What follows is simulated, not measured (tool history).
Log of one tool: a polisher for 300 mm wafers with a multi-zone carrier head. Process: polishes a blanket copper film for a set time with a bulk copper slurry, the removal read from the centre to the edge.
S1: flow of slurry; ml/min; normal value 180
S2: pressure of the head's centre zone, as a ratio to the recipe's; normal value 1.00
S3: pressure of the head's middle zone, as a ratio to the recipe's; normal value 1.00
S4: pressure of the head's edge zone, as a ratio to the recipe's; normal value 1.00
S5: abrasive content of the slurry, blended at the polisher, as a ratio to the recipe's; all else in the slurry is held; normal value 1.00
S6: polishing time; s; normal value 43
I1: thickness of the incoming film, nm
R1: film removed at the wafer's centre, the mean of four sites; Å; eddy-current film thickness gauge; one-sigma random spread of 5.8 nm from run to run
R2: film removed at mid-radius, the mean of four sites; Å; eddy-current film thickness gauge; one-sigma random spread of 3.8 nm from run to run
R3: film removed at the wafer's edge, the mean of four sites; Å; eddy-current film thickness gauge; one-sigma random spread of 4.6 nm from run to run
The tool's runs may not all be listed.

run     day   S1    S2    S3    S4    S5  S6      I1    R1    R2    R3
  1   0.000  180  1.00  1.00  1.00  1.00  43  2446.8  4207  3956  4011
  2   0.912  180  1.00  1.00  1.00  1.00  43  2436.8  4188  3942  3982
  3   1.662  140  1.00  1.00  1.00  1.00  43  2423.5  3930  3786  3795
  4   3.079  140  1.00  1.00  1.00  1.00  43  2475.4  3951  3777  3780
  5   3.854  180  0.97  1.00  0.95  1.00  43  2436.5  4121  3973  3885
      4.458  -- worn pad replaced by a new one
  6   4.604  180  1.00  1.00  1.00  1.00  43  2415.3  4219  3963  4038
  7   5.508  180  1.00  1.00  1.00  1.00  30  2440.7  2975  2753  2775
  8   6.625  180  1.07  0.91  1.00  1.00  43  2435.8  4414  3652  4052
      6.779  -- edge zone pressure recalibrated
      7.483  -- carrier head's membrane replaced by a new one
  9   8.067  180  1.00  0.96  1.00  1.00  43  2409.5  4251  3890  3984
 10   9.050  180  0.95  0.89  1.06  1.00  43  2412.7  3985  3638  4121
      9.321  -- worn pad replaced by a new one
 11   9.742  155  1.00  1.03  1.00  0.75  43  2428.2  3698  3568  3559
 12  10.267  180  1.00  1.00  1.00  1.00  43  2478.9  4328  3951  4006
 13  10.888  180  1.00  1.00  1.00  1.00  43  2404.5  4264  3907  3955
     11.633  -- slurry nozzle cleaned
 14  12.042  180  0.91  0.92  1.00  1.00  43  2477.1  3822  3760  4048
 15  13.404  180  1.04  1.04  1.00  0.75  35  2458.1  3296  2943  2963
     13.996  -- centre zone pressure recalibrated
 16  14.496  210  0.95  1.00  0.91  1.00  43  2408.6  3852  4143  3836
 17  15.050  180  1.07  0.91  1.00  1.00  43  2401.6  4203  3720  3969
     15.425  -- worn pad replaced by a new one
 18  15.892  180  1.00  1.00  1.00  1.00  43  2396.6  3976  3961  3982
 19  17.146  115  1.00  1.00  0.93  1.00  43  2403.5  3546  3607  3613
 20  18.438  180  1.00  1.00  1.00  1.00  57  2468.9  5226  5255  5298
 21  19.654  180  1.00  1.05  1.00  1.00  43  2438.9  3911  4122  4083

Alternative continuations, all from the tool just after run 21; predict every row:
  A  19.671  180  1.00  1.00  1.00  1.00  43  2437.6   ?   ?   ?
  B  19.671  240  1.05  1.00  1.00  1.00  43  2437.6   ?   ?   ?
  C  19.671  235  1.00  1.00  1.00  1.00  36  2437.6   ?   ?   ?
  D  19.671  145  1.00  1.00  1.00  1.10  43  2437.6   ?   ?   ?

run    R1    R2    R3
  A  4009  3922  3926
  B  4418  4094  4054
  C  3511  3419  3387
  D  3944  3879  3930
What these runs would have given with no unlogged condition in the tool:
run    R1    R2    R3
  A  3926  3922  3926
  B  4327  4094  4054
  C  3439  3419  3387
  D  3863  3879  3930

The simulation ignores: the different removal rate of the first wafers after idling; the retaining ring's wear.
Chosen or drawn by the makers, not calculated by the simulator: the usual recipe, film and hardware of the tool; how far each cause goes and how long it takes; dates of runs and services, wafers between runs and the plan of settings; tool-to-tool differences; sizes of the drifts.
